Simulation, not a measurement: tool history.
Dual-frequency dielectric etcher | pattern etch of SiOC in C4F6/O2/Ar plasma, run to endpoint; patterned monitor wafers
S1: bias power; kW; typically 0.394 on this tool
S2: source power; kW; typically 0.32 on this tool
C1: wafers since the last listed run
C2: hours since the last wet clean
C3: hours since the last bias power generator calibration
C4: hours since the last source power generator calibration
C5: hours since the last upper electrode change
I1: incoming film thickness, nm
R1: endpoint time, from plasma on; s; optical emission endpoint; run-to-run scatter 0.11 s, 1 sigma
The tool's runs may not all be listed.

| run | day | S1 | S2 | C1 | C2 | C3 | C4 | C5 | I1 | R1 |
|---|---|---|---|---|---|---|---|---|---|---|
| 1 | 0 | 0.394 | 0.32 | 0 | 308.6 | 1550.2 | 3615.6 | 2015.4 | 43.28 | 15.6 |
| 2 | 0.75 | 0.394 | 0.32 | 177 | 326.6 | 1568.2 | 3633.6 | 2033.4 | 42.6 | 15.4 |
| 3 | 1.108 | 0.33 | 0.32 | 84 | 335.2 | 1576.8 | 3642.2 | 2042 | 42.88 | 17.2 |
| 4 | 1.379 | 0.394 | 0.32 | 64 | 341.7 | 1583.3 | 3648.7 | 2048.5 | 42.84 | 15.4 |
| 5 | 1.642 | 0.394 | 0.32 | 62 | 348 | 1589.6 | 3655 | 2054.8 | 43.3 | 15.7 |
| 6 | 2.375 | 0.394 | 0.32 | 173 | 365.6 | 1607.2 | 3672.6 | 2072.4 | 43.22 | 15.7 |
| 7 | 2.996 | 0.394 | 0.32 | 146 | 380.5 | 1622.1 | 3687.5 | 2087.3 | 43.09 | 15.7 |
|  | 3.542 | source power generator calibrated |
|  | 4.062 | wet clean of the chamber |
| 8 | 4.083 | 0.371 | 0.32 | 95 | 0.5 | 1648.2 | 13 | 2113.4 | 43.01 | 16.8 |
| 9 | 4.512 | 0.394 | 0.32 | 101 | 10.8 | 1658.5 | 23.3 | 2123.7 | 43.18 | 16.3 |
| 10 | 4.833 | 0.429 | 0.32 | 75 | 18.5 | 1666.2 | 31 | 2131.4 | 43.21 | 15.7 |
| 11 | 5.517 | 0.429 | 0.32 | 161 | 34.9 | 1682.6 | 47.4 | 2147.8 | 42.82 | 15.4 |
| 12 | 5.796 | 0.394 | 0.32 | 66 | 41.6 | 1689.3 | 54.1 | 2154.5 | 43.07 | 16.2 |
| 13 | 6.375 | 0.454 | 0.32 | 136 | 55.5 | 1703.2 | 68 | 2168.4 | 43.15 | 15.1 |
| 14 | 6.671 | 0.454 | 0.32 | 69 | 62.6 | 1710.3 | 75.1 | 2175.5 | 42.95 | 15 |
| 15 | 7.096 | 0.394 | 0.32 | 100 | 72.8 | 1720.5 | 85.3 | 2185.7 | 43.08 | 16.3 |
| 16 | 7.767 | 0.394 | 0.32 | 158 | 88.9 | 1736.6 | 101.4 | 2201.8 | 42.9 | 16.1 |
| 17 | 8.204 | 0.446 | 0.32 | 103 | 99.4 | 1747.1 | 111.9 | 2212.3 | 43.05 | 15.2 |
| 18 | 8.462 | 0.371 | 0.32 | 61 | 105.6 | 1753.3 | 118.1 | 2218.5 | 42.83 | 16.5 |
|  | 9.042 | bias power generator calibrated |
| 19 | 9.062 | 0.394 | 0.32 | 102 | 120 | 0.5 | 132.5 | 2232.9 | 42.76 | 15.9 |
| 20 | 9.462 | 0.43 | 0.32 | 94 | 129.6 | 10.1 | 142.1 | 2242.5 | 43.23 | 15.5 |
| 21 | 9.925 | 0.439 | 0.35 | 109 | 140.7 | 21.2 | 153.2 | 2253.6 | 42.82 | 14.4 |
| 22 | 10.354 | 0.307 | 0.37 | 101 | 151 | 31.5 | 163.5 | 2263.9 | 42.62 | 16.8 |
| 23 | 11.033 | 0.474 | 0.32 | 160 | 167.3 | 47.8 | 179.8 | 2280.2 | 43.07 | 14.4 |
| 24 | 11.529 | 0.3 | 0.37 | 117 | 179.2 | 59.7 | 191.7 | 2292.1 | 43.55 | 17.3 |
| 25 | 12 | 0.394 | 0.25 | 111 | 190.5 | 71 | 203 | 2303.4 | 43.19 | 18.5 |
| 26 | 12.371 | 0.467 | 0.24 | 87 | 199.4 | 79.9 | 211.9 | 2312.3 | 42.78 | 17.5 |
| 27 | 13.946 | 0.43 | 0.32 | 372 | 237.2 | 117.7 | 249.7 | 2350.1 | 43.27 | 15.3 |
|  | 15.262 | upper electrode replaced |
| 28 | 15.95 | 0.324 | 0.32 | 237 | 285.3 | 165.8 | 297.8 | 16.5 | 42.75 | 17.7 |
| 29 | 16.662 | 0.325 | 0.36 | 168 | 302.4 | 182.9 | 314.9 | 33.6 | 43.07 | 16.5 |
| 30 | 17.042 | 0.475 | 0.32 | 89 | 311.5 | 192 | 324 | 42.7 | 42.72 | 14.4 |
| 31 | 18.721 | 0.456 | 0.26 | 397 | 351.8 | 232.3 | 364.3 | 83 | 43.04 | 16.6 |
| 32 | 18.992 | 0.3 | 0.26 | 64 | 358.3 | 238.8 | 370.8 | 89.5 | 42.88 | 20.7 |
| 33 | 19.692 | 0.481 | 0.29 | 165 | 375.1 | 255.6 | 387.6 | 106.3 | 43.02 | 14.9 |
| 34 | 20.25 | 0.394 | 0.32 | 132 | 388.5 | 269 | 401 | 119.7 | 42.48 | 15.5 |
| 35 | 20.725 | 0.477 | 0.38 | 112 | 399.9 | 280.4 | 412.4 | 131.1 | 43.37 | 12.8 |

What was the tool's hidden state at every run in the log?
bias power that arrives over what is set, %: 0 across all the runs
source power that arrives over what is set, %: 0 across all the runs
H1: etch rate over this chamber's usual, %
| run | H1 |
|---|---|
| 1 | 4.18 |
| 2 | 4.39 |
| 3 | 4.5 |
| 4 | 4.57 |
| 5 | 4.65 |
| 6 | 4.85 |
| 7 | 5.03 |
| 8 | -0.0908 |
| 9 | 0.0308 |
| 10 | 0.122 |
| 11 | 0.315 |
| 12 | 0.394 |
| 13 | 0.559 |
| 14 | 0.642 |
| 15 | 0.763 |
| 16 | 0.953 |
| 17 | 1.08 |
| 18 | 1.15 |
| 19 | 1.32 |
| 20 | 1.43 |
| 21 | 1.56 |
| 22 | 1.69 |
| 23 | 1.88 |
| 24 | 2.02 |
| 25 | 2.15 |
| 26 | 2.26 |
| 27 | 2.7 |
| 28 | 3.27 |
| 29 | 3.47 |
| 30 | 3.58 |
| 31 | 4.06 |
| 32 | 4.13 |
| 33 | 4.33 |
| 34 | 4.49 |
| 35 | 4.62 |
